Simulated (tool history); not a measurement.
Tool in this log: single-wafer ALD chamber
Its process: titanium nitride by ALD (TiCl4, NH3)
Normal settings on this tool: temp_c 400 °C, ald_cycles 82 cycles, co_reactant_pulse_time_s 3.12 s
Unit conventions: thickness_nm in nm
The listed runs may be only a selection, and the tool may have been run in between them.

run,hour,temp_c,ald_cycles,co_reactant_pulse_time_s,wafers since the last listed run,hours since the last thermocouple change,hours since the showerhead was replaced,hours since the gauge calibration,"read-back reference wafer on the same gauge, thickness_nm",thickness_nm
1,0,400,82,3.12,0,1674.1,1111,660.8,1.5,1.767
2,106.7,400,82,3.12,212,1780.8,1217.7,767.5,1.5,1.767
3,191,400,82,3.12,167,1865.1,1302,851.8,1.499,1.772
4,288.9,400,82,3.12,194,1963,1399.9,949.7,1.5,1.762
5,391.2,392,82,3.12,203,2065.3,1502.2,1052,1.5,1.76
6,480.5,392,82,3.12,177,2154.6,1591.5,1141.3,1.5,1.766
7,540.2,400,82,3.12,118,2214.3,1651.2,1201,1.501,1.776
8,637.1,400,82,3.12,192,2311.2,1748.1,1297.9,1.501,1.769
9,716.5,400,82,3.12,157,2390.6,1827.5,1377.3,1.5,1.764
10,775,400,82,3.12,116,2449.1,1886,1435.8,1.501,1.763
11,853.1,400,82,3.12,155,2527.2,1964.1,1513.9,1.5,1.765
12,895.7,400,82,3.12,84,2569.8,2006.7,1556.5,1.5,1.767
13,984.8,400,82,3.12,177,2658.9,2095.8,1645.6,1.5,1.762
14,1068.8,400,82,3.12,167,2742.9,2179.8,1729.6,1.5,1.773
# hour 1076.8: thermocouple changed; heater temperature recalibrated
15,1131.1,400,82,3.12,108,54.3,2242.1,1791.9,1.5,1.766
16,1172.3,400,82,3.12,81,95.5,2283.3,1833.1,1.5,1.767
17,1264.5,400,75,3.12,183,187.7,2375.5,1925.3,1.5,1.616
18,1369.4,400,72,3.49,208,292.6,2480.4,2030.2,1.5,1.558
19,1498.9,414,82,3.12,257,422.1,2609.9,2159.7,1.5,1.768
20,1548.1,400,82,3.12,97,471.3,2659.1,2208.9,1.5,1.765
21,1722,400,82,2.01,345,645.2,2833,2382.8,1.499,1.738
22,1814.4,406,87,3.12,183,737.6,2925.4,2475.2,1.5,1.87
23,1862.6,408,82,2.7,95,785.8,2973.6,2523.4,1.5,1.761
24,1904.9,400,82,3.12,84,828.1,3015.9,2565.7,1.501,1.764
25,2010,400,82,3.57,209,933.2,3121,2670.8,1.5,1.773
# hour 2057.3: gauge calibrated
# hour 2204.5: showerhead replaced
26,2301.9,407,95,3.12,564,1225.1,97.4,244.6,1.5,2.048
27,2398.1,390,73,3.12,191,1321.3,193.6,340.8,1.5,1.566
28,2455.8,400,82,2.63,114,1379,251.3,398.5,1.5,1.759
29,2503.6,400,82,4.2,95,1426.8,299.1,446.3,1.5,1.783
30,2601.5,400,82,3.12,194,1524.7,397,544.2,1.5,1.772
31,2688.7,400,86,4.2,173,1611.9,484.2,631.4,1.501,1.866
32,2742.6,400,82,2.78,107,1665.8,538.1,685.3,1.5,1.763
33,2816.2,410,82,4.2,146,1739.4,611.7,758.9,1.499,1.78

Give the tool's hidden conditions for every run:
wafer temperature above the value expected at the setpoint (K): 0 in every run
gauge reads high (%): 0 in every run
